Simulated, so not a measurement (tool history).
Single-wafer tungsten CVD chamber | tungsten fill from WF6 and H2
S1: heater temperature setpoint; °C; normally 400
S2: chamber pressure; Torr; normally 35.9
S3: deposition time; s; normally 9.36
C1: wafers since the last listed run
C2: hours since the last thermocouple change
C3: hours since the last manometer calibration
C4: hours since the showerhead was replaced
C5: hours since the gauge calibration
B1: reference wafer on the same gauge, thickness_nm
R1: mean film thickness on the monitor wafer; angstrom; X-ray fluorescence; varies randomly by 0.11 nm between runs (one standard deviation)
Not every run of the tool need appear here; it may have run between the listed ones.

run 1 hour=0.0 | S1=400 S2=33.8 S3=9.79 | C1=0 C2=644.5 C3=92.3 C4=2893.2 C5=984.5 | B1=31.800 | R1=274.68
run 2 hour=48.7 | S1=400 S2=35.9 S3=9.36 | C1=931 C2=693.2 C3=141.0 C4=2941.9 C5=1033.2 | B1=31.785 | R1=266.43
run 3 hour=107.6 | S1=400 S2=35.9 S3=9.36 | C1=1126 C2=752.1 C3=199.9 C4=3000.8 C5=1092.1 | B1=31.830 | R1=267.34
run 4 hour=177.2 | S1=400 S2=35.9 S3=9.36 | C1=1331 C2=821.7 C3=269.5 C4=3070.4 C5=1161.7 | B1=31.798 | R1=268.22
-- hour=189.3 thermocouple changed; heater temperature recalibrated
run 5 hour=210.9 | S1=400 S2=35.9 S3=9.36 | C1=491 C2=21.6 C3=303.2 C4=3104.1 C5=1195.4 | B1=31.796 | R1=283.09
run 6 hour=237.9 | S1=400 S2=35.9 S3=9.36 | C1=516 C2=48.6 C3=330.2 C4=3131.1 C5=1222.4 | B1=31.835 | R1=283.10
run 7 hour=283.7 | S1=400 S2=30.1 S3=9.36 | C1=876 C2=94.4 C3=376.0 C4=3176.9 C5=1268.2 | B1=31.780 | R1=272.19
run 8 hour=349.6 | S1=400 S2=35.9 S3=9.36 | C1=1260 C2=160.3 C3=441.9 C4=3242.8 C5=1334.1 | B1=31.815 | R1=281.66
run 9 hour=387.3 | S1=400 S2=35.9 S3=9.36 | C1=721 C2=198.0 C3=479.6 C4=3280.5 C5=1371.8 | B1=31.838 | R1=283.44
-- hour=451.4 thermocouple changed; heater temperature recalibrated, repeated, since the last time left the tool worse
run 10 hour=451.9 | S1=392 S2=35.9 S3=9.36 | C1=1082 C2=0.5 C3=544.2 C4=3345.1 C5=1436.4 | B1=31.799 | R1=239.10
run 11 hour=477.1 | S1=392 S2=35.9 S3=9.36 | C1=482 C2=25.7 C3=569.4 C4=3370.3 C5=1461.6 | B1=31.797 | R1=237.77
run 12 hour=525.7 | S1=392 S2=35.9 S3=9.36 | C1=929 C2=74.3 C3=618.0 C4=3418.9 C5=1510.2 | B1=31.787 | R1=238.12
-- hour=557.2 showerhead replaced
run 13 hour=570.7 | S1=400 S2=35.9 S3=9.36 | C1=707 C2=119.3 C3=663.0 C4=13.5 C5=1555.2 | B1=31.807 | R1=271.52
run 14 hour=600.0 | S1=400 S2=35.9 S3=9.36 | C1=560 C2=148.6 C3=692.3 C4=42.8 C5=1584.5 | B1=31.770 | R1=270.07
run 15 hour=653.1 | S1=400 S2=35.9 S3=9.36 | C1=1015 C2=201.7 C3=745.4 C4=95.9 C5=1637.6 | B1=31.784 | R1=269.39
run 16 hour=689.3 | S1=400 S2=35.9 S3=9.36 | C1=692 C2=237.9 C3=781.6 C4=132.1 C5=1673.8 | B1=31.791 | R1=267.09
run 17 hour=749.2 | S1=410 S2=31.2 S3=9.36 | C1=1145 C2=297.8 C3=841.5 C4=192.0 C5=1733.7 | B1=31.775 | R1=303.59
-- hour=751.1 gauge calibrated
run 18 hour=774.0 | S1=394 S2=35.9 S3=9.36 | C1=474 C2=322.6 C3=866.3 C4=216.8 C5=22.9 | B1=31.759 | R1=241.15
-- hour=796.8 capacitance manometer re-zeroed and calibrated
run 19 hour=805.5 | S1=400 S2=35.9 S3=8.13 | C1=449 C2=354.1 C3=8.7 C4=248.3 C5=54.4 | B1=31.801 | R1=234.05
run 20 hour=856.5 | S1=386 S2=27.2 S3=10.33 | C1=975 C2=405.1 C3=59.7 C4=299.3 C5=105.4 | B1=31.803 | R1=217.54
run 21 hour=883.1 | S1=410 S2=30.1 S3=7.70 | C1=508 C2=431.7 C3=86.3 C4=325.9 C5=132.0 | B1=31.810 | R1=247.64
run 22 hour=944.6 | S1=400 S2=35.9 S3=11.05 | C1=1176 C2=493.2 C3=147.8 C4=387.4 C5=193.5 | B1=31.805 | R1=313.50
run 23 hour=1012.3 | S1=406 S2=35.9 S3=8.17 | C1=1295 C2=560.9 C3=215.5 C4=455.1 C5=261.2 | B1=31.803 | R1=256.33
run 24 hour=1050.7 | S1=389 S2=38.5 S3=9.36 | C1=734 C2=599.3 C3=253.9 C4=493.5 C5=299.6 | B1=31.788 | R1=225.04
run 25 hour=1075.2 | S1=406 S2=33.1 S3=8.83 | C1=468 C2=623.8 C3=278.4 C4=518.0 C5=324.1 | B1=31.832 | R1=273.41
run 26 hour=1099.9 | S1=400 S2=35.9 S3=9.36 | C1=472 C2=648.5 C3=303.1 C4=542.7 C5=348.8 | B1=31.809 | R1=267.98
run 27 hour=1169.8 | S1=400 S2=35.9 S3=9.36 | C1=1337 C2=718.4 C3=373.0 C4=612.6 C5=418.7 | B1=31.797 | R1=267.04
run 28 hour=1201.2 | S1=389 S2=35.9 S3=9.84 | C1=600 C2=749.8 C3=404.4 C4=644.0 C5=450.1 | B1=31.781 | R1=230.19
run 29 hour=1271.8 | S1=407 S2=35.9 S3=9.36 | C1=1350 C2=820.4 C3=475.0 C4=714.6 C5=520.7 | B1=31.842 | R1=298.58
run 30 hour=1319.1 | S1=400 S2=35.9 S3=9.36 | C1=904 C2=867.7 C3=522.3 C4=761.9 C5=568.0 | B1=31.803 | R1=267.91
run 31 hour=1361.1 | S1=400 S2=35.9 S3=9.36 | C1=803 C2=909.7 C3=564.3 C4=803.9 C5=610.0 | B1=31.805 | R1=265.43
run 32 hour=1402.7 | S1=400 S2=33.8 S3=9.79 | C1=795 C2=951.3 C3=605.9 C4=845.5 C5=651.6 | B1=31.808 | R1=273.23
run 33 hour=1428.9 | S1=400 S2=39.9 S3=8.02 | C1=501 C2=977.5 C3=632.1 C4=871.7 C5=677.8 | B1=31.793 | R1=233.48
-- hour=1454.6 thermocouple changed; heater temperature recalibrated
run 34 hour=1557.6 | S1=400 S2=35.9 S3=9.36 | C1=2309 C2=103.0 C3=760.8 C4=1000.4 C5=806.5 | B1=31.789 | R1=272.51

Forecast each of these 4 alternatives for the next run:
run A hour=1558.0 | S1=400 S2=35.9 S3=9.36 | C1=7 C2=103.4 C3=761.2 C4=1000.8 C5=806.9 | B1=? | R1=?
run B hour=1558.0 | S1=400 S2=39.0 S3=7.84 | C1=7 C2=103.4 C3=761.2 C4=1000.8 C5=806.9 | B1=? | R1=?
run C hour=1558.0 | S1=405 S2=28.1 S3=8.03 | C1=7 C2=103.4 C3=761.2 C4=1000.8 C5=806.9 | B1=? | R1=?
run D hour=1558.0 | S1=400 S2=41.3 S3=7.94 | C1=7 C2=103.4 C3=761.2 C4=1000.8 C5=806.9 | B1=? | R1=?

run=A B1=31.805 R1=272.64
run=B B1=31.805 R1=232.78
run=C B1=31.805 R1=240.09
run=D B1=31.805 R1=239.13
With the hidden condition removed and each run's random variation left untouched, the same runs would have given:
run=A R1=273.50
run=B R1=233.51
run=C R1=240.81
run=D R1=239.88

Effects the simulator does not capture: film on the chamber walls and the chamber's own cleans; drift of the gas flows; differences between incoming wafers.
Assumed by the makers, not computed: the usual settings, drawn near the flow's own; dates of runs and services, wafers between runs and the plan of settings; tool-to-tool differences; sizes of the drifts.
